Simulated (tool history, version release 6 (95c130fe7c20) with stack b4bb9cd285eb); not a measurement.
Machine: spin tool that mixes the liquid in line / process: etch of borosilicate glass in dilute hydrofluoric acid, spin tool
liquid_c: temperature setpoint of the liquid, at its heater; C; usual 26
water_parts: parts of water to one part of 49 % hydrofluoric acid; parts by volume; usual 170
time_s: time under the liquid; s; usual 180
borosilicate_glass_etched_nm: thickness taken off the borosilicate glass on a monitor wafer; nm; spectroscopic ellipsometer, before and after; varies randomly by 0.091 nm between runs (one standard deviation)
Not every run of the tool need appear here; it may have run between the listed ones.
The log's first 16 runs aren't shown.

run    hour  liquid_c  water_parts  time_s  wafers since the last listed run  hours since the thermometer was replaced  hours since the hydrofluoric acid flow meter was replaced  hours since the gauge calibration  read-back film thickness of the borosilicate glass reference wafer, read on the same gauge (nm)  borosilicate_glass_etched_nm
 17  1787.3      24.5           90     125                               413                                     519.7                                                        895                               2801                                                                                               50                          41.8
 18  1839.1        26          170     270                               536                                     571.5                                                      946.8                             2852.8                                                                                            49.98                         46.08
 19  1939.7        26          170     180                              1042                                     672.1                                                     1047.4                             2953.4                                                                                               50                         30.72
 20  2033.7        26          170     285                               974                                     766.1                                                     1141.4                             3047.4                                                                                            50.01                         48.62
     2102.1  -- hydrofluoric acid flow meter replaced
 21  2123.1        26          255     180                               916                                     855.5                                                         21                             3136.8                                                                                            50.02                         18.34
     2165.1  -- gauge calibrated
 22  2220.2        26          170     275                              1006                                     952.6                                                      118.1                               55.1                                                                                               50                         46.08
 23  2293.5      24.5          225     180                               759                                    1025.9                                                      191.4                              128.4                                                                                            49.99                         20.58
 24  2353.2      30.5          125     180                               618                                    1085.6                                                      251.1                              188.1                                                                                            50.01                         51.53
 25  2440.4        26          135     265                               903                                    1172.8                                                      338.3                              275.3                                                                                            50.01                         58.83
 26  2544.7        26          170     180                              1081                                    1277.1                                                      442.6                              379.6                                                                                            49.98                         30.49
 27  2609.7        31          170     180                               673                                    1342.1                                                      507.6                              444.6                                                                                            50.01                         36.56
 28  2662.5        24          170     180                               547                                    1394.9                                                      560.4                              497.4                                                                                            50.01                         28.26
 29  2712.8        26          130     260                               521                                    1445.2                                                      610.7                              547.7                                                                                            49.98                         60.35
 30  2757.9        26          170     180                               467                                    1490.3                                                      655.8                              592.8                                                                                            50.01                         30.56

5 ways to go on from here, each from the tool as it stands after run 30. What would each give?
  A  2758.4        26           90     180                                 5                                    1490.8                                                      656.3                              593.3                                                                                                ?                             ?
  B  2758.4        28          210     120                                 5                                    1490.8                                                      656.3                              593.3                                                                                                ?                             ?
  C  2758.4        21          170     275                                 5                                    1490.8                                                      656.3                              593.3                                                                                                ?                             ?
  D  2758.4        22          170     270                                 5                                    1490.8                                                      656.3                              593.3                                                                                                ?                             ?
  E  2758.4        26          170     230                                 5                                    1490.8                                                      656.3                              593.3                                                                                                ?                             ?

run  read-back film thickness of the borosilicate glass reference wafer, read on the same gauge (nm)  borosilicate_glass_etched_nm
  A                                                                                               50                         63.38
  B                                                                                               50                         16.85
  C                                                                                               50                         38.45
  D                                                                                               50                         39.24
  E                                                                                               50                         38.87
Without the tool's unlogged condition, the same runs would have read:
run  borosilicate_glass_etched_nm
  A                         62.86
  B                         16.69
  C                         38.12
  D                          38.9
  E                         38.53
